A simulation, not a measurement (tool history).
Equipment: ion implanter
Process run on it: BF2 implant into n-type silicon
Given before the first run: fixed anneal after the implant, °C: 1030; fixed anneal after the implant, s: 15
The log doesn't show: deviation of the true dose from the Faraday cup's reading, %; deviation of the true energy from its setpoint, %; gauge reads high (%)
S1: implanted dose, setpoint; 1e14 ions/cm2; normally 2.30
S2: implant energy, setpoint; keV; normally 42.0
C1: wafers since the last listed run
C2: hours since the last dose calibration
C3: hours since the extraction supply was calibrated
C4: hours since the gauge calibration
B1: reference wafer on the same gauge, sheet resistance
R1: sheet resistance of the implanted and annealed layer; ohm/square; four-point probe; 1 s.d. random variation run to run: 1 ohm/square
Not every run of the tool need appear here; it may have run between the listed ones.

run   hour    S1    S2   C1      C2      C3     C4      B1      R1
  1    0.0  2.30  42.0    0  1974.7  4240.8   43.6  527.09  479.95
  2   19.9  2.30  42.0  383  1994.6  4260.7   63.5  526.99  479.19
  3   33.0  2.30  42.0  252  2007.7  4273.8   76.6  527.56  479.26
  4   53.1  2.30  42.0  387  2027.8  4293.9   96.7  526.54  479.13
  5   75.7  2.30  42.0  435  2050.4  4316.5  119.3  526.72  481.84
  6   97.3  2.30  51.0  416  2072.0  4338.1  140.9  526.92  469.64
  7  123.2  2.30  51.0  499  2097.9  4364.0  166.8  527.30  468.02
  8  139.8  2.30  42.0  319  2114.5  4380.6  183.4  526.71  480.23
  9  153.8  2.30  42.0  269  2128.5  4394.6  197.4  526.37  480.27
 10  182.7  2.30  42.0  556  2157.4  4423.5  226.3  526.52  479.72
     200.7  -- Faraday cup replaced and dose calibrated
 11  211.8  2.30  42.0  406    11.1  4452.6  255.4  526.61  501.31
 12  241.0  2.30  42.0  562    40.3  4481.8  284.6  526.79  502.10
 13  274.1  2.30  52.5  637    73.4  4514.9  317.7  527.46  485.54
     290.4  -- gauge calibrated
     290.7  -- extraction supply calibrated
 14  302.2  2.30  42.0  387   101.5    11.5   11.8  527.20  499.47
 15  324.7  2.09  56.5  433   124.0    34.0   34.3  527.26  517.49
 16  343.4  2.30  42.0  360   142.7    52.7   53.0  527.41  497.56

Run 17 has not been measured yet. What should we expect?
 17  358.7  2.08  31.5  294  158.0  68.0  68.3   ?   ?

{"run 17": {"B1": 526.64, "R1": 558.85}}
The same run, on a tool lacking any hidden state, would have yielded R1 561.43 ohm/square.

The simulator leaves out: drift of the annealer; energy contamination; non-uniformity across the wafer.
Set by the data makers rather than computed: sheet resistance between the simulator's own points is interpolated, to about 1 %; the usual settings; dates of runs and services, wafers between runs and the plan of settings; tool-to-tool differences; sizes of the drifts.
